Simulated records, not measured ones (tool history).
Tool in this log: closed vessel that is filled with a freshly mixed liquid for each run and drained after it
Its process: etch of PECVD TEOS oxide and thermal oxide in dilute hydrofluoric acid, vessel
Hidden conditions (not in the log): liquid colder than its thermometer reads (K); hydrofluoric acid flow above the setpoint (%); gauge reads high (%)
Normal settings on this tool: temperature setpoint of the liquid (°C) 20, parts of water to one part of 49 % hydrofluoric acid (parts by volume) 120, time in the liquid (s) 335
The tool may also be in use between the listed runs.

run,hour,temperature setpoint of the liquid (°C),parts of water to one part of 49 % hydrofluoric acid (parts by volume),time in the liquid (s),wafers since the last listed run,hours since the thermometer was replaced,hours since the hydrofluoric acid flow meter was replaced,hours since the gauge calibration,"read-back film thickness of the PECVD TEOS oxide reference wafer, read on the same gauge (nm)","read-back film thickness of the thermal oxide reference wafer, read on the same gauge (nm)",thickness taken off the PECVD TEOS oxide on a monitor wafer (angstrom),thickness taken off the thermal oxide on a monitor wafer (angstrom)
1,0,20,120,335,0,498.4,575.5,808.6,109.99,79.99,219.9,107.6
2,35.9,20,120,335,3565,534.3,611.4,844.5,110,79.98,218.7,105.5
3,97.2,20,120,335,6088,595.6,672.7,905.8,110,79.95,218.6,108
# hour 143.9: thermometer replaced
4,148.6,17.5,120,195,5006,4.7,724.1,957.2,110.03,79.97,114.3,56.1
5,202.9,17.5,120,195,5393,59,778.4,1011.5,109.95,80.01,114.7,56.7
6,270.6,20,120,335,6724,126.7,846.1,1079.2,109.93,79.99,216.8,107
7,295.1,20,120,335,2433,151.2,870.6,1103.7,109.97,79.97,217.6,107.2
8,365.8,20,90,285,7022,221.9,941.3,1174.4,110.04,80.01,256.7,125.8
# hour 386.9: gauge calibrated
9,390.1,20,90,285,2413,246.2,965.6,3.2,109.97,79.96,256.2,126
10,448.2,20,90,285,5771,304.3,1023.7,61.3,109.95,80.01,256.1,125.7
11,496.4,23.5,120,250,4787,352.5,1071.9,109.5,110.03,80,186.7,91.5
12,528.4,23.5,120,250,3178,384.5,1103.9,141.5,110,80,186.8,92
13,576.7,20,120,335,4797,432.8,1152.2,189.8,109.97,79.98,218.5,108.1
14,656.9,17.5,150,510,7966,513,1232.4,270,110,80,232.2,114.3
15,686.1,20,150,450,2900,542.2,1261.6,299.2,110,80.01,226.8,111.6
16,755.3,20,60,335,6873,611.4,1330.8,368.4,110.03,80.03,466,228.8
# hour 795: thermometer replaced
17,823.6,21.5,170,240,6684,28.6,1399.1,436.7,109.93,80.01,111.9,54.3
18,927.4,20,165,505,10310,132.4,1502.9,540.5,109.99,80.02,226.9,112.8
# hour 930: hydrofluoric acid flow meter replaced
19,983.9,20,120,335,5512,188.9,53.9,597,109.98,80.02,217.9,107.4
20,1024.7,25,65,235,4052,229.7,94.7,637.8,110.01,80.03,367.9,180.3
21,1088,20,95,335,6287,293,158,701.1,110.03,80.03,283.9,138.2

Run 22 has not been measured yet. What should we expect?
22,1154.8,17,120,335,6635,359.8,224.8,767.9,?,?,?,?

Logged for run 22: read-back film thickness of the PECVD TEOS oxide reference wafer, read on the same gauge (nm) 109.99, read-back film thickness of the thermal oxide reference wafer, read on the same gauge (nm) 79.96, thickness taken off the PECVD TEOS oxide on a monitor wafer (angstrom) 192.9, thickness taken off the thermal oxide on a monitor wafer (angstrom) 94.6.
Were there no unlogged condition in the tool, this run, its random variation unchanged, would have produced thickness taken off the PECVD TEOS oxide on a monitor wafer (angstrom) 192.9, thickness taken off the thermal oxide on a monitor wafer (angstrom) 94.6.
